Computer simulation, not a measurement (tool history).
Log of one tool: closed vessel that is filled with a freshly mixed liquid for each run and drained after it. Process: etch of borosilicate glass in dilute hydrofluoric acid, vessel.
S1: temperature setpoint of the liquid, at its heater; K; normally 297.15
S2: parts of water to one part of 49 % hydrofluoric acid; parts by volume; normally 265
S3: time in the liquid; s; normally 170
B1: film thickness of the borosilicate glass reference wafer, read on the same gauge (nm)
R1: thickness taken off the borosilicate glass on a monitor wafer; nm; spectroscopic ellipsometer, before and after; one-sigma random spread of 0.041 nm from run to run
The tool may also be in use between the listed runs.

| run | hour | S1 | S2 | S3 | B1 | R1 |
|---|---|---|---|---|---|---|
| 1 | 0.0 | 297.15 | 265 | 170 | 119.97 | 12.66 |
| 2 | 62.5 | 297.15 | 265 | 170 | 120.02 | 12.56 |
|  | 183.8 | gauge calibrated |
| 3 | 248.9 | 297.15 | 265 | 170 | 119.99 | 12.56 |
| 4 | 298.1 | 297.15 | 200 | 170 | 120.00 | 17.72 |
| 5 | 368.0 | 297.15 | 265 | 210 | 120.00 | 15.38 |
| 6 | 430.1 | 297.15 | 265 | 210 | 120.02 | 15.48 |
|  | 458.9 | hydrofluoric acid flow meter replaced |
| 7 | 476.3 | 297.15 | 265 | 210 | 120.00 | 15.56 |
| 8 | 516.6 | 297.15 | 265 | 170 | 120.03 | 12.70 |
| 9 | 564.0 | 297.15 | 265 | 170 | 120.03 | 12.67 |
|  | 596.5 | thermometer replaced |
| 10 | 601.1 | 297.15 | 265 | 170 | 119.96 | 12.56 |
| 11 | 654.9 | 297.15 | 205 | 170 | 120.00 | 17.22 |
| 12 | 679.6 | 294.65 | 165 | 115 | 119.99 | 13.82 |
| 13 | 735.2 | 299.15 | 385 | 170 | 120.02 | 8.22 |
| 14 | 795.1 | 295.15 | 170 | 210 | 120.00 | 24.76 |
| 15 | 865.5 | 297.15 | 265 | 130 | 119.98 | 9.50 |
| 16 | 892.6 | 297.15 | 265 | 170 | 120.01 | 12.44 |
|  | 945.9 | hydrofluoric acid flow meter replaced |
| 17 | 1004.9 | 299.15 | 190 | 140 | 120.01 | 16.85 |
|  | 1101.0 | gauge calibrated |
| 18 | 1183.8 | 300.15 | 365 | 235 | 120.00 | 12.64 |

For run 19, what comes out?
| 19 | 1230.6 | 297.15 | 265 | 170 | ? | ? |

For run 19 the tool returned B1 119.97, R1 12.48 nm.
Take away the tool's hidden state, keep the run-to-run variation as it was, and the same run would have given R1 12.59 nm.
